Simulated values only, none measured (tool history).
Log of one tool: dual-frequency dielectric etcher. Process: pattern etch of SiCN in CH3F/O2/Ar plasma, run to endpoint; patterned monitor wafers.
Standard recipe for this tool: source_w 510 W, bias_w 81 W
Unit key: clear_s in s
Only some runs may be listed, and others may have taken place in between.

run,hour,source_w,bias_w,"incoming incoming film thickness, nm",clear_s
1,0,510,81,13.41,31.1
2,24,510,81,13.44,31.1
3,52.5,470,74,13.54,32.9
4,80.4,470,74,13.4,32.3
5,101.1,470,74,13.29,32
6,146.1,510,81,13.3,30.5
7,166.9,510,81,13.48,30.7
8,191.6,510,81,13.49,30.8
9,204.9,510,81,13.28,30.1
10,230.1,590,76,13.25,29.1
11,252.2,400,67,13.36,34.6
# hour 286.6: wet clean of the chamber
12,287.1,470,73,13.49,33.9
13,294.7,590,94,13.35,28.9
# hour 330: bias power generator calibrated
# hour 331: upper electrode replaced, of another model than before
14,346.4,630,81,13.37,28.1
15,359.3,430,62,13.32,37.8
16,388.6,510,81,13.54,32.1
17,417.9,410,64,13.39,38.8
18,435.2,420,67,13.29,37.3
19,465.6,590,96,13.54,27.1
20,490.1,400,97,13.45,32.7
# hour 515.8: source power generator calibrated
21,525.5,510,81,13.42,31
22,554.7,610,70,13.35,30.3
23,584,390,68,13.26,37.7
24,610.7,380,93,13.37,33.8
25,623.1,510,81,13.43,31.2
26,653.6,410,89,13.44,33.2
27,683,610,67,13.46,30.4
28,713.6,430,72,13.41,35.2
29,735.8,580,90,13.31,27.3
30,749.6,600,81,13.31,27.9
31,765.8,510,100,13.27,27.9
32,801.2,440,100,13.36,29.9
33,819.8,600,98,13.42,26.1
# hour 890.7: wet clean of the chamber
34,891.2,510,81,13.39,31.4

Pick out some run-to-run changes in clear_s. Of each, how much would a tool without hidden state show as well, from the settings, what came in and chance, and how much is left for the hidden state and any gauge scatter not in both results compared?
Hidden conditions of the tool in this case: etch rate over this chamber's usual, %; source power that arrives over what is set, %; bias power that arrives over what is set, %.
Run 11 -> 12: source_w 400 -> 470, bias_w 67 -> 73, wet clean of the chamber. clear_s -0.7 s: hidden state +1.3, all else -2.
Run 14 -> 15: source_w 630 -> 430, bias_w 81 -> 62. clear_s +9.7 s: hidden state +0, all else +9.7.
Run 18 -> 19: source_w 420 -> 590, bias_w 67 -> 96. clear_s -10.2 s: hidden state +0, all else -10.2.
Run 27 -> 28: source_w 610 -> 430, bias_w 67 -> 72. clear_s +4.8 s: hidden state -0.3, all else +5.1.
Run 28 -> 29: source_w 430 -> 580, bias_w 72 -> 90. clear_s -7.9 s: hidden state +0.3, all else -8.2.
Run 33 -> 34: source_w 600 -> 510, bias_w 98 -> 81, wet clean of the chamber. clear_s +5.3 s: hidden state +0.9, all else +4.4.
